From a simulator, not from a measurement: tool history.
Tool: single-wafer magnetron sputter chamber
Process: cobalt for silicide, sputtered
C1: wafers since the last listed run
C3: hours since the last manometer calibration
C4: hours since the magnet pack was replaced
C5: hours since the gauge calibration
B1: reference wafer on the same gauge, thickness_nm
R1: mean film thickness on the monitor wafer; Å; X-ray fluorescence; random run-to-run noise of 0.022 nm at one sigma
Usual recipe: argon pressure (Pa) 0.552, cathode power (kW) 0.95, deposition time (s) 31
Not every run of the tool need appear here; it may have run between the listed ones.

{"run": 1, "hour": 0.0, "argon pressure (Pa)": 0.552, "cathode power (kW)": 0.95, "deposition time (s)": 31, "C1": 0, "wafers on the sputter target": 1805, "C3": 1492.6, "C4": 13031.6, "C5": 35.5, "B1": 16.314, "R1": 145.49}
{"run": 2, "hour": 12.3, "argon pressure (Pa)": 0.552, "cathode power (kW)": 0.95, "deposition time (s)": 34.9, "C1": 293, "wafers on the sputter target": 2099, "C3": 1504.9, "C4": 13043.9, "C5": 47.8, "B1": 16.298, "R1": 163.76}
{"run": 3, "hour": 25.8, "argon pressure (Pa)": 0.552, "cathode power (kW)": 0.8, "deposition time (s)": 31, "C1": 321, "wafers on the sputter target": 2420, "C3": 1518.4, "C4": 13057.4, "C5": 61.3, "B1": 16.308, "R1": 121.99}
{"run": 4, "hour": 43.2, "argon pressure (Pa)": 0.552, "cathode power (kW)": 0.95, "deposition time (s)": 31, "C1": 414, "wafers on the sputter target": 2835, "C3": 1535.8, "C4": 13074.8, "C5": 78.7, "B1": 16.297, "R1": 144.93}
{"hour": 68.7, "done": "sputter target and shields replaced"}
{"run": 5, "hour": 69.2, "argon pressure (Pa)": 0.552, "cathode power (kW)": 0.95, "deposition time (s)": 31, "C1": 429, "wafers on the sputter target": 12, "C3": 1561.8, "C4": 13100.8, "C5": 104.7, "B1": 16.3, "R1": 146.57}
{"run": 6, "hour": 81.8, "argon pressure (Pa)": 0.552, "cathode power (kW)": 0.95, "deposition time (s)": 31, "C1": 300, "wafers on the sputter target": 313, "C3": 1574.4, "C4": 13113.4, "C5": 117.3, "B1": 16.309, "R1": 145.99}
{"run": 7, "hour": 91.2, "argon pressure (Pa)": 0.552, "cathode power (kW)": 0.95, "deposition time (s)": 31, "C1": 224, "wafers on the sputter target": 537, "C3": 1583.8, "C4": 13122.8, "C5": 126.7, "B1": 16.3, "R1": 146.4}
{"hour": 101.7, "done": "magnet pack replaced"}
{"run": 8, "hour": 102.2, "argon pressure (Pa)": 0.552, "cathode power (kW)": 0.95, "deposition time (s)": 31, "C1": 71, "wafers on the sputter target": 608, "C3": 1594.8, "C4": 0.5, "C5": 137.7, "B1": 16.306, "R1": 146.14}
{"run": 9, "hour": 111.1, "argon pressure (Pa)": 0.552, "cathode power (kW)": 0.95, "deposition time (s)": 31, "C1": 212, "wafers on the sputter target": 820, "C3": 1603.7, "C4": 9.4, "C5": 146.6, "B1": 16.303, "R1": 146.29}
{"run": 10, "hour": 120.4, "argon pressure (Pa)": 0.552, "cathode power (kW)": 0.95, "deposition time (s)": 31, "C1": 221, "wafers on the sputter target": 1042, "C3": 1613, "C4": 18.7, "C5": 155.9, "B1": 16.303, "R1": 146.18}
{"run": 11, "hour": 137.0, "argon pressure (Pa)": 0.552, "cathode power (kW)": 0.95, "deposition time (s)": 31, "C1": 395, "wafers on the sputter target": 1438, "C3": 1629.6, "C4": 35.3, "C5": 172.5, "B1": 16.291, "R1": 146.22}
{"run": 12, "hour": 153.2, "argon pressure (Pa)": 0.552, "cathode power (kW)": 0.95, "deposition time (s)": 32.3, "C1": 386, "wafers on the sputter target": 1824, "C3": 1645.8, "C4": 51.5, "C5": 188.7, "B1": 16.299, "R1": 151.56}
{"hour": 160.1, "done": "gauge calibrated"}
{"run": 13, "hour": 164.4, "argon pressure (Pa)": 0.552, "cathode power (kW)": 0.95, "deposition time (s)": 32.3, "C1": 266, "wafers on the sputter target": 2091, "C3": 1657, "C4": 62.7, "C5": 4.3, "B1": 16.299, "R1": 152}
{"run": 14, "hour": 180.0, "argon pressure (Pa)": 0.552, "cathode power (kW)": 0.95, "deposition time (s)": 28.5, "C1": 371, "wafers on the sputter target": 2463, "C3": 1672.6, "C4": 78.3, "C5": 19.9, "B1": 16.284, "R1": 133.45}
{"run": 15, "hour": 187.2, "argon pressure (Pa)": 0.552, "cathode power (kW)": 0.95, "deposition time (s)": 34, "C1": 171, "wafers on the sputter target": 2634, "C3": 1679.8, "C4": 85.5, "C5": 27.1, "B1": 16.304, "R1": 158.58}
{"run": 16, "hour": 197.2, "argon pressure (Pa)": 0.485, "cathode power (kW)": 0.95, "deposition time (s)": 31, "C1": 238, "wafers on the sputter target": 2873, "C3": 1689.8, "C4": 95.5, "C5": 37.1, "B1": 16.294, "R1": 147.69}
{"hour": 212.7, "done": "capacitance manometer re-zeroed and calibrated"}
{"run": 17, "hour": 213.2, "argon pressure (Pa)": 0.701, "cathode power (kW)": 0.8, "deposition time (s)": 36, "C1": 190, "wafers on the sputter target": 3063, "C3": 0.5, "C4": 111.5, "C5": 53.1, "B1": 16.294, "R1": 135.64}
{"run": 18, "hour": 213.7, "argon pressure (Pa)": 0.552, "cathode power (kW)": 0.95, "deposition time (s)": 28.5, "C1": 11, "wafers on the sputter target": 3075, "C3": 1, "C4": 112, "C5": 53.6, "B1": 16.305, "R1": 132.8}
{"run": 19, "hour": 222.1, "argon pressure (Pa)": 0.552, "cathode power (kW)": 0.95, "deposition time (s)": 31, "C1": 200, "wafers on the sputter target": 3275, "C3": 9.4, "C4": 120.4, "C5": 62, "B1": 16.301, "R1": 143.74}
{"run": 20, "hour": 236.6, "argon pressure (Pa)": 0.552, "cathode power (kW)": 0.95, "deposition time (s)": 25.6, "C1": 345, "wafers on the sputter target": 3621, "C3": 23.9, "C4": 134.9, "C5": 76.5, "B1": 16.306, "R1": 118.54}
{"hour": 249.1, "done": "sputter target and shields replaced"}
{"run": 21, "hour": 249.6, "argon pressure (Pa)": 0.691, "cathode power (kW)": 1.1, "deposition time (s)": 31, "C1": 119, "wafers on the sputter target": 11, "C3": 36.9, "C4": 147.9, "C5": 89.5, "B1": 16.312, "R1": 163.53}
{"run": 22, "hour": 261.7, "argon pressure (Pa)": 0.343, "cathode power (kW)": 0.85, "deposition time (s)": 26.1, "C1": 288, "wafers on the sputter target": 299, "C3": 49, "C4": 160, "C5": 101.6, "B1": 16.284, "R1": 116.91}
{"run": 23, "hour": 273.4, "argon pressure (Pa)": 0.552, "cathode power (kW)": 0.95, "deposition time (s)": 31, "C1": 278, "wafers on the sputter target": 578, "C3": 60.7, "C4": 171.7, "C5": 113.3, "B1": 16.294, "R1": 146.42}
{"run": 24, "hour": 279.9, "argon pressure (Pa)": 0.552, "cathode power (kW)": 0.95, "deposition time (s)": 31, "C1": 154, "wafers on the sputter target": 733, "C3": 67.2, "C4": 178.2, "C5": 119.8, "B1": 16.29, "R1": 145.86}
{"run": 25, "hour": 286.5, "argon pressure (Pa)": 0.343, "cathode power (kW)": 1.2, "deposition time (s)": 29.2, "C1": 157, "wafers on the sputter target": 890, "C3": 73.8, "C4": 184.8, "C5": 126.4, "B1": 16.305, "R1": 184.51}
{"run": 26, "hour": 293.5, "argon pressure (Pa)": 0.399, "cathode power (kW)": 0.8, "deposition time (s)": 34.1, "C1": 166, "wafers on the sputter target": 1057, "C3": 80.8, "C4": 191.8, "C5": 133.4, "B1": 16.29, "R1": 141.45}
{"run": 27, "hour": 306.9, "argon pressure (Pa)": 0.476, "cathode power (kW)": 0.85, "deposition time (s)": 33, "C1": 319, "wafers on the sputter target": 1376, "C3": 94.2, "C4": 205.2, "C5": 146.8, "B1": 16.304, "R1": 142.37}
{"run": 28, "hour": 321.1, "argon pressure (Pa)": 0.552, "cathode power (kW)": 0.95, "deposition time (s)": 35.4, "C1": 338, "wafers on the sputter target": 1715, "C3": 108.4, "C4": 219.4, "C5": 161, "B1": 16.294, "R1": 166.71}
{"run": 29, "hour": 333.5, "argon pressure (Pa)": 0.552, "cathode power (kW)": 0.95, "deposition time (s)": 31, "C1": 295, "wafers on the sputter target": 2010, "C3": 120.8, "C4": 231.8, "C5": 173.4, "B1": 16.295, "R1": 145.19}

Subtracting, for every run, the result it would have given without the tool's unlogged condition from the measured result gives the following. The same run-to-run variation enters both numbers; the gauge's scatter may not:
What the log doesn't record here: deposition rate above that of a new target (%); true argon pressure above the setpoint (%); gauge reads high (%).
run=1 R1=-0.88
run=2 R1=-1.23
run=3 R1=-1.14
run=4 R1=-1.74
run=5 R1=-0.03
run=6 R1=-0.05
run=7 R1=-0.09
run=8 R1=-0.15
run=9 R1=-0.21
run=10 R1=-0.3
run=11 R1=-0.5
run=12 R1=-0.79
run=13 R1=-1
run=14 R1=-1.19
run=15 R1=-1.59
run=16 R1=-1.74
run=17 R1=-2.02
run=18 R1=-1.99
run=19 R1=-2.41
run=20 R1=-2.39
run=21 R1=-0.05
run=22 R1=-0.05
run=23 R1=-0.11
run=24 R1=-0.14
run=25 R1=-0.24
run=26 R1=-0.24
run=27 R1=-0.37
run=28 R1=-0.65
run=29 R1=-0.77
